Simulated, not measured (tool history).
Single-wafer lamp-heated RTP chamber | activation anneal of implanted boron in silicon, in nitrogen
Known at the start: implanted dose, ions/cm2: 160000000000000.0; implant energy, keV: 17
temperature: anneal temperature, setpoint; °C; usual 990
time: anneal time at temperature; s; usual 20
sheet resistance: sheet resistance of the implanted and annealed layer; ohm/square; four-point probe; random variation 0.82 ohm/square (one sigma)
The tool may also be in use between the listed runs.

| run | hour | temperature | time | wafers since the last listed run | wafers since the last pyrometer calibration | wafers since the reflector plate was cleaned | hours since the gauge calibration | read-back reference wafer on the same gauge, sheet resistance | sheet resistance |
|---|---|---|---|---|---|---|---|---|---|
| 1 | 0 | 990 | 20 | 0 | 1779 | 4685 | 6.2 | 528.32 | 542.96 |
| 2 | 12.4 | 990 | 20 | 171 | 1951 | 4857 | 18.6 | 528.3 | 545.22 |
| 3 | 21.8 | 973 | 20 | 130 | 2082 | 4987 | 28 | 528.12 | 550.02 |
| 4 | 36.1 | 973 | 20 | 198 | 2280 | 5186 | 42.3 | 527.82 | 549.51 |
| 5 | 46.7 | 973 | 20 | 146 | 2427 | 5333 | 52.9 | 527.91 | 551.35 |
| 6 | 55.5 | 990 | 20 | 121 | 2549 | 5454 | 61.7 | 527.97 | 543.31 |
| 7 | 69.7 | 1013 | 20 | 196 | 2746 | 5651 | 75.9 | 527.83 | 542.73 |
| 8 | 84.1 | 990 | 20 | 199 | 2945 | 5851 | 90.3 | 527.89 | 544.77 |
| 9 | 99.2 | 990 | 20 | 209 | 3154 | 6060 | 105.4 | 527.62 | 543.96 |
| 10 | 115.8 | 990 | 20 | 230 | 3385 | 6290 | 122 | 528.26 | 544.95 |
| 11 | 155.4 | 990 | 26 | 548 | 3933 | 6839 | 161.6 | 527.84 | 543.53 |
| 12 | 162.2 | 990 | 26 | 94 | 4028 | 6933 | 168.4 | 528.04 | 543.75 |
| 13 | 171.3 | 980 | 27 | 126 | 4154 | 7060 | 177.5 | 527.95 | 545.89 |
| 14 | 178.5 | 980 | 27 | 99 | 4254 | 7159 | 184.7 | 528.01 | 545.41 |
|  | 188.9 | pyrometer window cleaned and pyrometer calibrated |
| 15 | 189.4 | 980 | 27 | 40 | 7 | 7200 | 195.6 | 528.3 | 550.1 |
| 16 | 196.3 | 979 | 20 | 95 | 103 | 7295 | 202.5 | 527.73 | 551.16 |
| 17 | 211.3 | 979 | 20 | 207 | 310 | 7503 | 217.5 | 527.86 | 552.5 |
| 18 | 223.7 | 990 | 29 | 171 | 482 | 7675 | 229.9 | 528.09 | 545.23 |
| 19 | 240.1 | 990 | 17 | 227 | 710 | 7902 | 246.3 | 528.07 | 546.2 |
| 20 | 246.9 | 1007 | 16 | 94 | 804 | 7997 | 253.1 | 528.19 | 543.67 |
|  | 262.9 | reflector plate cleaned |
| 21 | 263.4 | 1014 | 9 | 117 | 922 | 6 | 269.6 | 527.6 | 544.04 |
| 22 | 272 | 961 | 20 | 119 | 1041 | 126 | 278.2 | 527.8 | 563.74 |
| 23 | 287.9 | 990 | 20 | 220 | 1261 | 346 | 294.1 | 527.92 | 545.04 |
|  | 294.1 | gauge calibrated |
| 24 | 302.5 | 990 | 20 | 202 | 1464 | 548 | 8.4 | 528.21 | 544.91 |
| 25 | 311.6 | 1003 | 16 | 126 | 1590 | 675 | 17.5 | 528.27 | 543.81 |
| 26 | 319.4 | 965 | 24 | 108 | 1698 | 783 | 25.3 | 527.93 | 554.61 |
| 27 | 336.4 | 990 | 20 | 235 | 1934 | 1018 | 42.3 | 527.94 | 546.64 |
| 28 | 353.7 | 990 | 8 | 239 | 2173 | 1258 | 59.6 | 527.84 | 548.62 |
| 29 | 369.2 | 981 | 28 | 214 | 2388 | 1473 | 75.1 | 528.21 | 546.56 |
| 30 | 377.5 | 998 | 27 | 115 | 2503 | 1588 | 83.4 | 528.34 | 543.47 |
| 31 | 393.3 | 990 | 20 | 219 | 2722 | 1807 | 99.2 | 528.22 | 543.9 |
| 32 | 402 | 1010 | 27 | 120 | 2843 | 1928 | 107.9 | 528.22 | 541.68 |
| 33 | 409.2 | 1004 | 24 | 99 | 2943 | 2027 | 115.1 | 527.7 | 543.38 |
| 34 | 421.6 | 990 | 20 | 171 | 3115 | 2199 | 127.5 | 527.82 | 545.06 |
| 35 | 473.2 | 1007 | 13 | 715 | 3830 | 2915 | 179.1 | 528.22 | 544.8 |
|  | 483.6 | pyrometer window cleaned and pyrometer calibrated |
| 36 | 485.9 | 990 | 28 | 65 | 31 | 2980 | 191.8 | 527.65 | 544.32 |

What the log doesn't show, run by run:
wafer temperature error from the tarnished reflector plate, K: 0 in every run
gauge reads high (%): 0 in every run
H1: true wafer temperature minus pyrometer reading, K
| run | H1 |
|---|---|
| 1 | 10.2 |
| 2 | 10.6 |
| 3 | 10.9 |
| 4 | 11.3 |
| 5 | 11.6 |
| 6 | 11.7 |
| 7 | 12 |
| 8 | 12.3 |
| 9 | 12.5 |
| 10 | 12.7 |
| 11 | 13.2 |
| 12 | 13.2 |
| 13 | 13.3 |
| 14 | 13.3 |
| 15 | 1.46 |
| 16 | 2.23 |
| 17 | 3.74 |
| 18 | 4.84 |
| 19 | 6.11 |
| 20 | 6.59 |
| 21 | 7.63 |
| 22 | 8.11 |
| 23 | 8.91 |
| 24 | 9.55 |
| 25 | 9.9 |
| 26 | 10.2 |
| 27 | 10.7 |
| 28 | 11.2 |
| 29 | 11.6 |
| 30 | 11.8 |
| 31 | 12.1 |
| 32 | 12.2 |
| 33 | 12.3 |
| 34 | 12.5 |
| 35 | 13.1 |
| 36 | 1.64 |
